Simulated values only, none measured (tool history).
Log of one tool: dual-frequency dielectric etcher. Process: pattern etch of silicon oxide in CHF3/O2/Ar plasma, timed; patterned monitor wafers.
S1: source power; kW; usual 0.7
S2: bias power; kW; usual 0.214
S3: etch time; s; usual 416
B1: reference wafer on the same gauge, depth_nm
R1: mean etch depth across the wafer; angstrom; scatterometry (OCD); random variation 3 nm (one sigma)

{"run": 1, "day": 0.0, "S1": 0.75, "S2": 0.214, "S3": 416, "B1": 972.1, "R1": 9330}
{"run": 2, "day": 2.708, "S1": 0.84, "S2": 0.251, "S3": 416, "B1": 972.1, "R1": 10238}
{"run": 3, "day": 4.679, "S1": 0.84, "S2": 0.251, "S3": 416, "B1": 972, "R1": 10182}
{"run": 4, "day": 6.321, "S1": 0.7, "S2": 0.214, "S3": 416, "B1": 971.6, "R1": 9190}
{"day": 9.562, "done": "wet clean of the chamber"}
{"run": 5, "day": 9.583, "S1": 0.7, "S2": 0.214, "S3": 416, "B1": 972.3, "R1": 8971}
{"run": 6, "day": 11.721, "S1": 0.7, "S2": 0.214, "S3": 349.5, "B1": 972.1, "R1": 7560}
{"day": 11.95, "done": "source power generator calibrated"}
{"run": 7, "day": 14.092, "S1": 0.7, "S2": 0.214, "S3": 416, "B1": 971.6, "R1": 9076}
{"run": 8, "day": 16.767, "S1": 0.7, "S2": 0.214, "S3": 416, "B1": 971.7, "R1": 9108}
{"run": 9, "day": 18.638, "S1": 0.78, "S2": 0.195, "S3": 315.5, "B1": 971.9, "R1": 6983}
{"run": 10, "day": 20.129, "S1": 0.7, "S2": 0.214, "S3": 416, "B1": 972.3, "R1": 9140}
{"run": 11, "day": 22.338, "S1": 0.55, "S2": 0.24, "S3": 299, "B1": 971.7, "R1": 6297}
{"run": 12, "day": 28.008, "S1": 0.7, "S2": 0.214, "S3": 416, "B1": 972.3, "R1": 9238}
{"run": 13, "day": 29.242, "S1": 0.7, "S2": 0.214, "S3": 416, "B1": 971.6, "R1": 9281}
{"run": 14, "day": 31.15, "S1": 0.83, "S2": 0.267, "S3": 467.5, "B1": 971.9, "R1": 11866}
{"run": 15, "day": 33.538, "S1": 0.7, "S2": 0.214, "S3": 416, "B1": 972, "R1": 9386}
{"day": 34.804, "done": "wet clean of the chamber"}
{"day": 35.171, "done": "gauge calibrated"}
{"run": 16, "day": 36.1, "S1": 0.7, "S2": 0.252, "S3": 492.5, "B1": 971.8, "R1": 10960}
{"run": 17, "day": 37.596, "S1": 0.81, "S2": 0.245, "S3": 416, "B1": 972, "R1": 9685}
{"run": 18, "day": 38.825, "S1": 0.7, "S2": 0.18, "S3": 416, "B1": 971.7, "R1": 8463}
{"run": 19, "day": 41.225, "S1": 0.56, "S2": 0.178, "S3": 466, "B1": 971.4, "R1": 8778}
{"day": 42.333, "done": "upper electrode replaced"}
{"run": 20, "day": 43.671, "S1": 0.81, "S2": 0.214, "S3": 450.5, "B1": 971.9, "R1": 10250}
{"run": 21, "day": 45.825, "S1": 0.63, "S2": 0.214, "S3": 297.5, "B1": 971.6, "R1": 6209}
{"run": 22, "day": 48.729, "S1": 0.7, "S2": 0.178, "S3": 371.5, "B1": 971.3, "R1": 7695}
{"run": 23, "day": 51.275, "S1": 0.65, "S2": 0.256, "S3": 292.5, "B1": 972.9, "R1": 6541}
{"run": 24, "day": 52.779, "S1": 0.62, "S2": 0.214, "S3": 416, "B1": 973, "R1": 8762}
{"run": 25, "day": 54.079, "S1": 0.7, "S2": 0.214, "S3": 416, "B1": 971.8, "R1": 9133}
{"day": 55.788, "done": "wet clean of the chamber"}
{"run": 26, "day": 55.942, "S1": 0.65, "S2": 0.256, "S3": 292.5, "B1": 972.3, "R1": 6424}
{"run": 27, "day": 58.675, "S1": 0.85, "S2": 0.238, "S3": 519.5, "B1": 972.3, "R1": 12320}
{"run": 28, "day": 61.646, "S1": 0.63, "S2": 0.191, "S3": 507, "B1": 972, "R1": 10224}
{"run": 29, "day": 67.562, "S1": 0.7, "S2": 0.214, "S3": 416, "B1": 971.2, "R1": 9060}

Forecast each of these 5 alternatives for the next run:
{"run": "A", "day": 67.583, "S1": 0.77, "S2": 0.214, "S3": 416, "B1": "?", "R1": "?"}
{"run": "B", "day": 67.583, "S1": 0.78, "S2": 0.241, "S3": 470.5, "B1": "?", "R1": "?"}
{"run": "C", "day": 67.583, "S1": 0.82, "S2": 0.214, "S3": 505, "B1": "?", "R1": "?"}
{"run": "D", "day": 67.583, "S1": 0.7, "S2": 0.263, "S3": 338.5, "B1": "?", "R1": "?"}
{"run": "E", "day": 67.583, "S1": 0.7, "S2": 0.168, "S3": 416, "B1": "?", "R1": "?"}

run=A B1=972.1 R1=9380
run=B B1=972.1 R1=11028
run=C B1=972.1 R1=11638
run=D B1=972.1 R1=7849
run=E B1=972.1 R1=8496
Without the tool's hidden state the same runs would have given:
run=A R1=9213
run=B R1=10832
run=C R1=11431
run=D R1=7710
run=E R1=8345
